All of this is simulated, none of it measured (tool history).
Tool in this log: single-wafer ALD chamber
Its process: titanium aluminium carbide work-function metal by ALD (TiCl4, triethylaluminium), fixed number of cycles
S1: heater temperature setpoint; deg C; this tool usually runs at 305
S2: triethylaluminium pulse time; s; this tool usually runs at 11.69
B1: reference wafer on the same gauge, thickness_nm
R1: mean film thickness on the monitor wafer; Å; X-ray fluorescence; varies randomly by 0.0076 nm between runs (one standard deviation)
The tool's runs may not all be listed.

run 1 hour=0.0 | S1=297 S2=11.69 | B1=2.038 | R1=20.45
run 2 hour=55.9 | S1=305 S2=11.69 | B1=2.039 | R1=20.95
run 3 hour=150.9 | S1=305 S2=11.69 | B1=2.042 | R1=20.99
run 4 hour=206.1 | S1=305 S2=11.69 | B1=2.038 | R1=20.94
run 5 hour=264.2 | S1=305 S2=11.69 | B1=2.040 | R1=21.00
run 6 hour=328.4 | S1=305 S2=15.16 | B1=2.039 | R1=21.23
run 7 hour=549.2 | S1=305 S2=15.16 | B1=2.041 | R1=21.35
run 8 hour=651.3 | S1=305 S2=10.60 | B1=2.042 | R1=20.34
run 9 hour=732.7 | S1=305 S2=10.60 | B1=2.045 | R1=20.41
-- hour=771.2 gauge calibrated
run 10 hour=822.5 | S1=305 S2=11.69 | B1=2.040 | R1=20.71
run 11 hour=888.6 | S1=305 S2=11.69 | B1=2.039 | R1=20.59
run 12 hour=971.0 | S1=315 S2=11.69 | B1=2.041 | R1=21.36
run 13 hour=1054.7 | S1=315 S2=11.69 | B1=2.037 | R1=21.48
run 14 hour=1248.6 | S1=305 S2=11.69 | B1=2.043 | R1=20.50
-- hour=1273.0 thermocouple changed; heater temperature recalibrated
run 15 hour=1315.3 | S1=305 S2=11.69 | B1=2.042 | R1=20.63
run 16 hour=1364.5 | S1=309 S2=11.69 | B1=2.041 | R1=20.97
run 17 hour=1404.5 | S1=315 S2=15.14 | B1=2.039 | R1=21.94
-- hour=1461.2 showerhead replaced, of another model than before
run 18 hour=1493.0 | S1=293 S2=8.83 | B1=2.038 | R1=12.44
run 19 hour=1561.0 | S1=296 S2=7.52 | B1=2.040 | R1=5.57
-- hour=1574.7 triethylaluminium bottle replaced
run 20 hour=1637.5 | S1=305 S2=11.69 | B1=2.040 | R1=20.89
run 21 hour=1724.9 | S1=300 S2=7.99 | B1=2.040 | R1=12.63
run 22 hour=1799.9 | S1=317 S2=13.30 | B1=2.037 | R1=22.17
run 23 hour=1883.4 | S1=312 S2=15.72 | B1=2.040 | R1=22.00
-- hour=1898.3 gauge calibrated
run 24 hour=1949.5 | S1=305 S2=10.60 | B1=2.037 | R1=20.07
run 25 hour=2020.3 | S1=305 S2=11.69 | B1=2.039 | R1=20.90
run 26 hour=2067.7 | S1=292 S2=13.35 | B1=2.041 | R1=20.40
run 27 hour=2160.4 | S1=294 S2=11.69 | B1=2.040 | R1=19.99
run 28 hour=2215.0 | S1=305 S2=11.69 | B1=2.040 | R1=20.69
run 29 hour=2284.4 | S1=312 S2=13.06 | B1=2.039 | R1=21.71
run 30 hour=2390.9 | S1=305 S2=11.69 | B1=2.040 | R1=20.53
run 31 hour=2446.4 | S1=305 S2=10.60 | B1=2.039 | R1=19.56

Measured less the same run without the tool's hidden state. The same run-to-run variation is in both; the gauge's scatter may not be:
What the log doesn't record here: wafer temperature above the value expected at the setpoint (K); triethylaluminium dose above that of a fresh bottle (%); gauge reads high (%).
run=1 R1=-0.08
run=2 R1=-0.08
run=3 R1=-0.12
run=4 R1=-0.13
run=5 R1=-0.15
run=6 R1=-0.05
run=7 R1=-0.07
run=8 R1=-0.40
run=9 R1=-0.44
run=10 R1=-0.35
run=11 R1=-0.37
run=12 R1=-0.43
run=13 R1=-0.47
run=14 R1=-0.55
run=15 R1=-0.59
run=16 R1=-0.63
run=17 R1=-0.23
run=18 R1=-4.23
run=19 R1=-3.51
run=20 R1=-0.06
run=21 R1=-0.45
run=22 R1=-0.05
run=23 R1=-0.01
run=24 R1=-0.39
run=25 R1=-0.26
run=26 R1=-0.11
run=27 R1=-0.35
run=28 R1=-0.40
run=29 R1=-0.22
run=30 R1=-0.55
run=31 R1=-1.01
